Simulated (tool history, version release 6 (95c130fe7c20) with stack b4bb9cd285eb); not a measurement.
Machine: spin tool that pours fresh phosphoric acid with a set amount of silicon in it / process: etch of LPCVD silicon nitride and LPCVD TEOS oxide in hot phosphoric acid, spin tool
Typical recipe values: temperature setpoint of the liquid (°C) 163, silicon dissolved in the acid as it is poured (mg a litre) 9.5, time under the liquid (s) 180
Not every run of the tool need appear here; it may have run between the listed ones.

| run | day | temperature setpoint of the liquid (°C) | silicon dissolved in the acid as it is poured (mg a litre) | time under the liquid (s) | read-back film thickness of the LPCVD silicon nitride reference wafer, read on the same gauge (nm) | read-back film thickness of the LPCVD TEOS oxide reference wafer, read on the same gauge (nm) | thickness taken off the LPCVD silicon nitride on a monitor wafer (angstrom) | thickness taken off the LPCVD TEOS oxide on a monitor wafer (angstrom) |
|---|---|---|---|---|---|---|---|---|
| 1 | 0 | 163 | 9.5 | 180 | 139.88 | 49.966 | 161.3 | 8.35 |
| 2 | 1.1 | 163 | 9.5 | 180 | 139.67 | 49.886 | 159 | 8.46 |
|  | 6.871 | dissolved silicon flow meter replaced |
| 3 | 6.938 | 163 | 9.5 | 180 | 138.82 | 49.59 | 158.6 | 8 |
| 4 | 14.325 | 163 | 9.5 | 180 | 137.95 | 49.252 | 157.9 | 7.83 |
| 5 | 15.867 | 163 | 9.5 | 180 | 137.8 | 49.191 | 158.6 | 7.97 |
| 6 | 17.625 | 164.5 | 15.5 | 110 | 137.63 | 49.102 | 100.5 | 5.17 |
| 7 | 19.517 | 163 | 16.5 | 245 | 137.46 | 49.127 | 213 | 9.55 |
|  | 20.662 | heated supply line repaired |
| 8 | 20.883 | 160.5 | 9.5 | 290 | 137.36 | 49.058 | 234.1 | 11.24 |
| 9 | 22.179 | 165.5 | 12.5 | 180 | 137.24 | 49.01 | 171 | 8.51 |
| 10 | 25.283 | 163 | 5.5 | 180 | 137.01 | 48.947 | 155 | 9.08 |
| 11 | 27.025 | 161.5 | 4 | 210 | 136.87 | 48.839 | 173.8 | 9.95 |
| 12 | 29.15 | 163 | 9.5 | 180 | 136.74 | 48.816 | 156.4 | 8.03 |
| 13 | 32.054 | 163 | 9.5 | 180 | 136.57 | 48.764 | 155.7 | 8.21 |
| 14 | 33.075 | 161.5 | 12.5 | 180 | 136.51 | 48.755 | 147.8 | 6.86 |
| 15 | 35.504 | 163 | 9.5 | 110 | 136.36 | 48.666 | 95.3 | 4.86 |
| 16 | 37.079 | 163 | 4.5 | 110 | 136.32 | 48.706 | 95.7 | 5.56 |
| 17 | 39.879 | 163 | 9.5 | 180 | 136.17 | 48.668 | 155.2 | 8.16 |
| 18 | 41.571 | 161 | 9.5 | 280 | 136.13 | 48.598 | 227.5 | 10.13 |
| 19 | 43.962 | 164 | 11.5 | 75 | 136 | 48.564 | 67 | 3.53 |
| 20 | 45.929 | 161.5 | 12.5 | 280 | 135.94 | 48.552 | 232 | 9.89 |
| 21 | 48.7 | 163 | 9.5 | 110 | 135.86 | 48.493 | 94.5 | 5.14 |
| 22 | 56.929 | 161 | 12.5 | 230 | 135.62 | 48.475 | 185.5 | 8.2 |

4 options for the next run, each taken on its own from the tool as it stands now. Forecast them:
| A | 56.95 | 163 | 9.5 | 180 | ? | ? | ? | ? |
| B | 56.95 | 163 | 5 | 230 | ? | ? | ? | ? |
| C | 56.95 | 161 | 2.5 | 180 | ? | ? | ? | ? |
| D | 56.95 | 160.5 | 14 | 245 | ? | ? | ? | ? |

| run | read-back film thickness of the LPCVD silicon nitride reference wafer, read on the same gauge (nm) | read-back film thickness of the LPCVD TEOS oxide reference wafer, read on the same gauge (nm) | thickness taken off the LPCVD silicon nitride on a monitor wafer (angstrom) | thickness taken off the LPCVD TEOS oxide on a monitor wafer (angstrom) |
|---|---|---|---|---|
| A | 135.6 | 48.426 | 155.5 | 8.09 |
| B | 135.6 | 48.426 | 198.7 | 11.36 |
| C | 135.6 | 48.426 | 145.5 | 8.06 |
| D | 135.6 | 48.426 | 194.7 | 8.25 |
The same runs, with their run-to-run variation unchanged, on a tool lacking any hidden condition would have given:
| run | thickness taken off the LPCVD silicon nitride on a monitor wafer (angstrom) | thickness taken off the LPCVD TEOS oxide on a monitor wafer (angstrom) |
|---|---|---|
| A | 160.5 | 8.35 |
| B | 205.1 | 11.72 |
| C | 150.2 | 8.32 |
| D | 201 | 8.52 |
